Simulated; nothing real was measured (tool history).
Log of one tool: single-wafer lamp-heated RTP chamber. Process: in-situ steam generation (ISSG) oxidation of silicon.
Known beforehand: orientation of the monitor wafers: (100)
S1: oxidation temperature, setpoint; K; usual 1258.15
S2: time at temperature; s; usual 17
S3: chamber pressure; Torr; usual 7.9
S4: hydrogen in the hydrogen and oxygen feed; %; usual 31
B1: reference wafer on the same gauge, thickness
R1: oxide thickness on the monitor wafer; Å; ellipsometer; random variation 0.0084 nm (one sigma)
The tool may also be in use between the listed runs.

{"run": 1, "hour": 0.0, "S1": 1258.15, "S2": 17, "S3": 7.9, "S4": 32, "B1": 5.001, "R1": 57.46}
{"run": 2, "hour": 6.6, "S1": 1258.15, "S2": 17, "S3": 7.9, "S4": 32, "B1": 5.001, "R1": 57.36}
{"run": 3, "hour": 23.7, "S1": 1258.15, "S2": 17, "S3": 7.9, "S4": 31, "B1": 5.001, "R1": 57.02}
{"run": 4, "hour": 30.5, "S1": 1258.15, "S2": 17, "S3": 7.9, "S4": 31, "B1": 5.001, "R1": 57.05}
{"run": 5, "hour": 82.5, "S1": 1258.15, "S2": 17, "S3": 7.9, "S4": 31, "B1": 4.999, "R1": 57.06}
{"run": 6, "hour": 97.7, "S1": 1258.15, "S2": 17, "S3": 7.9, "S4": 31, "B1": 4.999, "R1": 57.02}
{"run": 7, "hour": 111.6, "S1": 1258.15, "S2": 17, "S3": 7.9, "S4": 31, "B1": 4.999, "R1": 57.14}
{"run": 8, "hour": 119.2, "S1": 1258.15, "S2": 17, "S3": 7.9, "S4": 31, "B1": 4.999, "R1": 57.01}
{"hour": 123.2, "done": "gauge calibrated"}
{"run": 9, "hour": 129.6, "S1": 1258.15, "S2": 17, "S3": 7.9, "S4": 31, "B1": 5.001, "R1": 57.05}
{"run": 10, "hour": 147.0, "S1": 1258.15, "S2": 17, "S3": 7.9, "S4": 31, "B1": 5, "R1": 57.16}
{"hour": 168.3, "done": "hydrogen flow controller replaced"}
{"run": 11, "hour": 189.4, "S1": 1258.15, "S2": 17, "S3": 7.9, "S4": 31, "B1": 5.002, "R1": 57.36}

What will run 12 give?
{"run": 12, "hour": 206.8, "S1": 1258.15, "S2": 17, "S3": 7.9, "S4": 31, "B1": "?", "R1": "?"}

B1: 5.001
R1: 57.36 Å
Were there no unlogged condition in the tool, this run, its random variation unchanged, would have produced R1 56.38 Å.

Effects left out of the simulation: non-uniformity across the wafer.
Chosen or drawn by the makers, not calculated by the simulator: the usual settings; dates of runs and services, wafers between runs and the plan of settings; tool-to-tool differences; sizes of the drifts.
